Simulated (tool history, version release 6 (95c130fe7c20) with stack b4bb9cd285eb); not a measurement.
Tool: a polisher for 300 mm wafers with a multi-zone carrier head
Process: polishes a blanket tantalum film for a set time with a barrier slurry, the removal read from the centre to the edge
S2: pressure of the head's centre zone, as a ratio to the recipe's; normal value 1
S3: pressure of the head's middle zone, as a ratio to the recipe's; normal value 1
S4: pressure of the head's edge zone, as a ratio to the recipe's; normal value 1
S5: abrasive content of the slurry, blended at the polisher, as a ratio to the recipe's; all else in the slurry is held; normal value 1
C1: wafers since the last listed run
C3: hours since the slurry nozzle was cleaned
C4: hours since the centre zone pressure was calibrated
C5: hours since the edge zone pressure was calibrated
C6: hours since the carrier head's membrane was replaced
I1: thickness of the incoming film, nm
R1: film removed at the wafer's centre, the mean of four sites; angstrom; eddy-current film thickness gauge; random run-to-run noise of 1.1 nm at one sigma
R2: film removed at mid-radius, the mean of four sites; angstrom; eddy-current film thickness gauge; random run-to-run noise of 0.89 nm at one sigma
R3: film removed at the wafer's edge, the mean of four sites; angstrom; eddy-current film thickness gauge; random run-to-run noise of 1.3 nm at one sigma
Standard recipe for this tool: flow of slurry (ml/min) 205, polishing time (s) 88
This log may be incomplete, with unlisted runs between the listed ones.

{"run": 1, "day": 0.0, "flow of slurry (ml/min)": 205, "S2": 1, "S3": 1, "S4": 1, "S5": 1, "polishing time (s)": 88, "C1": 0, "wafers polished on this pad": 1716, "C3": 52.4, "C4": 252.7, "C5": 285.7, "C6": 1220.6, "I1": 355.6, "R1": 1165, "R2": 1139, "R3": 1132}
{"run": 2, "day": 1.633, "flow of slurry (ml/min)": 205, "S2": 1, "S3": 1, "S4": 1, "S5": 1, "polishing time (s)": 88, "C1": 415, "wafers polished on this pad": 2132, "C3": 91.6, "C4": 291.9, "C5": 324.9, "C6": 1259.8, "I1": 347.2, "R1": 1129, "R2": 1122, "R3": 1124}
{"run": 3, "day": 3.212, "flow of slurry (ml/min)": 205, "S2": 1, "S3": 1, "S4": 1, "S5": 1, "polishing time (s)": 88, "C1": 402, "wafers polished on this pad": 2534, "C3": 129.5, "C4": 329.8, "C5": 362.8, "C6": 1297.7, "I1": 349.3, "R1": 1081, "R2": 1098, "R3": 1114}
{"day": 5.221, "done": "worn pad replaced by a new one"}
{"run": 4, "day": 5.242, "flow of slurry (ml/min)": 205, "S2": 1, "S3": 1, "S4": 1, "S5": 0.85, "polishing time (s)": 88, "C1": 474, "wafers polished on this pad": 5, "C3": 178.2, "C4": 378.5, "C5": 411.5, "C6": 1346.4, "I1": 353.2, "R1": 1171, "R2": 1157, "R3": 1174}
{"run": 5, "day": 6.346, "flow of slurry (ml/min)": 205, "S2": 1.04, "S3": 1, "S4": 1, "S5": 1, "polishing time (s)": 88, "C1": 281, "wafers polished on this pad": 286, "C3": 204.7, "C4": 405, "C5": 438, "C6": 1372.9, "I1": 347, "R1": 1241, "R2": 1177, "R3": 1200}
{"run": 6, "day": 9.342, "flow of slurry (ml/min)": 205, "S2": 1, "S3": 1, "S4": 1, "S5": 1.1, "polishing time (s)": 88, "C1": 762, "wafers polished on this pad": 1049, "C3": 276.6, "C4": 476.9, "C5": 509.9, "C6": 1444.8, "I1": 351.7, "R1": 1187, "R2": 1178, "R3": 1194}
{"run": 7, "day": 11.579, "flow of slurry (ml/min)": 205, "S2": 1, "S3": 1, "S4": 1, "S5": 1.1, "polishing time (s)": 88, "C1": 569, "wafers polished on this pad": 1618, "C3": 330.3, "C4": 530.6, "C5": 563.6, "C6": 1498.5, "I1": 347.5, "R1": 1173, "R2": 1149, "R3": 1136}
{"day": 11.671, "done": "edge zone pressure recalibrated"}
{"day": 11.812, "done": "centre zone pressure recalibrated"}
{"run": 8, "day": 13.604, "flow of slurry (ml/min)": 205, "S2": 1, "S3": 1, "S4": 1, "S5": 1.1, "polishing time (s)": 88, "C1": 473, "wafers polished on this pad": 2091, "C3": 378.9, "C4": 43, "C5": 46.4, "C6": 1547.1, "I1": 344.1, "R1": 1122, "R2": 1130, "R3": 1130}
{"run": 9, "day": 16.171, "flow of slurry (ml/min)": 205, "S2": 1, "S3": 1, "S4": 1.08, "S5": 0.9, "polishing time (s)": 88, "C1": 653, "wafers polished on this pad": 2745, "C3": 440.5, "C4": 104.6, "C5": 108, "C6": 1608.7, "I1": 349.5, "R1": 1041, "R2": 1044, "R3": 1089}
{"day": 17.946, "done": "worn pad replaced by a new one"}
{"run": 10, "day": 23.942, "flow of slurry (ml/min)": 245, "S2": 0.88, "S3": 1, "S4": 1.11, "S5": 1, "polishing time (s)": 88, "C1": 1935, "wafers polished on this pad": 1526, "C3": 627, "C4": 291.1, "C5": 294.5, "C6": 1795.2, "I1": 351.4, "R1": 1025, "R2": 1144, "R3": 1197}
{"day": 29.104, "done": "slurry nozzle cleaned"}
{"run": 11, "day": 30.046, "flow of slurry (ml/min)": 205, "S2": 1, "S3": 1, "S4": 1.09, "S5": 1, "polishing time (s)": 88, "C1": 1543, "wafers polished on this pad": 3069, "C3": 22.6, "C4": 437.6, "C5": 441, "C6": 1941.7, "I1": 352.6, "R1": 1092, "R2": 1092, "R3": 1146}
{"day": 30.908, "done": "worn pad replaced by a new one"}
{"day": 30.954, "done": "centre zone pressure recalibrated"}
{"run": 12, "day": 31.171, "flow of slurry (ml/min)": 205, "S2": 1, "S3": 1, "S4": 1, "S5": 1, "polishing time (s)": 88, "C1": 232, "wafers polished on this pad": 55, "C3": 49.6, "C4": 5.2, "C5": 468, "C6": 1968.7, "I1": 347.3, "R1": 1182, "R2": 1188, "R3": 1197}
{"day": 31.746, "done": "edge zone pressure recalibrated"}
{"day": 31.979, "done": "carrier head's membrane replaced by a new one"}
{"run": 13, "day": 33.342, "flow of slurry (ml/min)": 155, "S2": 1, "S3": 1, "S4": 1, "S5": 0.8, "polishing time (s)": 63, "C1": 478, "wafers polished on this pad": 533, "C3": 101.7, "C4": 57.3, "C5": 38.3, "C6": 32.7, "I1": 348.7, "R1": 774, "R2": 770, "R3": 775}
{"run": 14, "day": 35.088, "flow of slurry (ml/min)": 205, "S2": 1, "S3": 1, "S4": 1, "S5": 0.85, "polishing time (s)": 71, "C1": 444, "wafers polished on this pad": 977, "C3": 143.6, "C4": 99.2, "C5": 80.2, "C6": 74.6, "I1": 350.5, "R1": 895, "R2": 883, "R3": 893}
{"run": 15, "day": 36.183, "flow of slurry (ml/min)": 205, "S2": 1, "S3": 1, "S4": 1, "S5": 1, "polishing time (s)": 88, "C1": 278, "wafers polished on this pad": 1256, "C3": 169.9, "C4": 125.5, "C5": 106.5, "C6": 100.9, "I1": 349.6, "R1": 1129, "R2": 1118, "R3": 1124}
{"run": 16, "day": 37.725, "flow of slurry (ml/min)": 205, "S2": 1, "S3": 1, "S4": 1, "S5": 1, "polishing time (s)": 88, "C1": 392, "wafers polished on this pad": 1649, "C3": 206.9, "C4": 162.5, "C5": 143.5, "C6": 137.9, "I1": 342.6, "R1": 1102, "R2": 1087, "R3": 1089}
{"run": 17, "day": 38.942, "flow of slurry (ml/min)": 205, "S2": 1.1, "S3": 1, "S4": 1, "S5": 1, "polishing time (s)": 88, "C1": 309, "wafers polished on this pad": 1959, "C3": 236.1, "C4": 191.7, "C5": 172.7, "C6": 167.1, "I1": 350, "R1": 1161, "R2": 1075, "R3": 1103}
{"run": 18, "day": 40.808, "flow of slurry (ml/min)": 240, "S2": 1.03, "S3": 1, "S4": 1, "S5": 1.15, "polishing time (s)": 88, "C1": 475, "wafers polished on this pad": 2434, "C3": 280.9, "C4": 236.5, "C5": 217.5, "C6": 211.9, "I1": 345.8, "R1": 1151, "R2": 1112, "R3": 1118}
{"day": 42.979, "done": "worn pad replaced by a new one"}
{"run": 19, "day": 48.288, "flow of slurry (ml/min)": 260, "S2": 1, "S3": 1, "S4": 1, "S5": 1.3, "polishing time (s)": 88, "C1": 1861, "wafers polished on this pad": 1351, "C3": 460.4, "C4": 416, "C5": 397, "C6": 391.4, "I1": 346.6, "R1": 1208, "R2": 1221, "R3": 1236}
{"run": 20, "day": 50.067, "flow of slurry (ml/min)": 160, "S2": 1, "S3": 1.11, "S4": 1, "S5": 1, "polishing time (s)": 111, "C1": 452, "wafers polished on this pad": 1804, "C3": 503.1, "C4": 458.7, "C5": 439.7, "C6": 434.1, "I1": 352.7, "R1": 1372, "R2": 1489, "R3": 1355}
{"run": 21, "day": 51.412, "flow of slurry (ml/min)": 160, "S2": 1, "S3": 1.11, "S4": 1, "S5": 1, "polishing time (s)": 111, "C1": 342, "wafers polished on this pad": 2147, "C3": 535.4, "C4": 491, "C5": 472, "C6": 466.4, "I1": 348.8, "R1": 1335, "R2": 1468, "R3": 1347}

What if the next run were any one of these 4? Each begins from the tool's condition after run 21:
{"run": "A", "day": 51.433, "flow of slurry (ml/min)": 205, "S2": 1, "S3": 1.07, "S4": 1, "S5": 1, "polishing time (s)": 88, "C1": 5, "wafers polished on this pad": 2152, "C3": 535.9, "C4": 491.5, "C5": 472.5, "C6": 466.9, "I1": 348.6, "R1": "?", "R2": "?", "R3": "?"}
{"run": "B", "day": 51.433, "flow of slurry (ml/min)": 205, "S2": 1, "S3": 0.92, "S4": 1, "S5": 1, "polishing time (s)": 102, "C1": 5, "wafers polished on this pad": 2152, "C3": 535.9, "C4": 491.5, "C5": 472.5, "C6": 466.9, "I1": 348.6, "R1": "?", "R2": "?", "R3": "?"}
{"run": "C", "day": 51.433, "flow of slurry (ml/min)": 245, "S2": 1, "S3": 1.12, "S4": 1.08, "S5": 0.8, "polishing time (s)": 88, "C1": 5, "wafers polished on this pad": 2152, "C3": 535.9, "C4": 491.5, "C5": 472.5, "C6": 466.9, "I1": 348.6, "R1": "?", "R2": "?", "R3": "?"}
{"run": "D", "day": 51.433, "flow of slurry (ml/min)": 245, "S2": 1, "S3": 0.94, "S4": 1.09, "S5": 1, "polishing time (s)": 78, "C1": 5, "wafers polished on this pad": 2152, "C3": 535.9, "C4": 491.5, "C5": 472.5, "C6": 466.9, "I1": 348.6, "R1": "?", "R2": "?", "R3": "?"}

run=A R1=1076 R2=1150 R3=1101
run=B R1=1245 R2=1174 R3=1279
run=C R1=1049 R2=1163 R3=1106
run=D R1=973 R2=931 R3=1034
Stripped of hidden state, with their random variation kept, the same runs would have yielded:
run=A R1=1240 R2=1318 R3=1247
run=B R1=1435 R2=1345 R3=1448
run=C R1=1203 R2=1327 R3=1248
run=D R1=1116 R2=1062 R3=1168
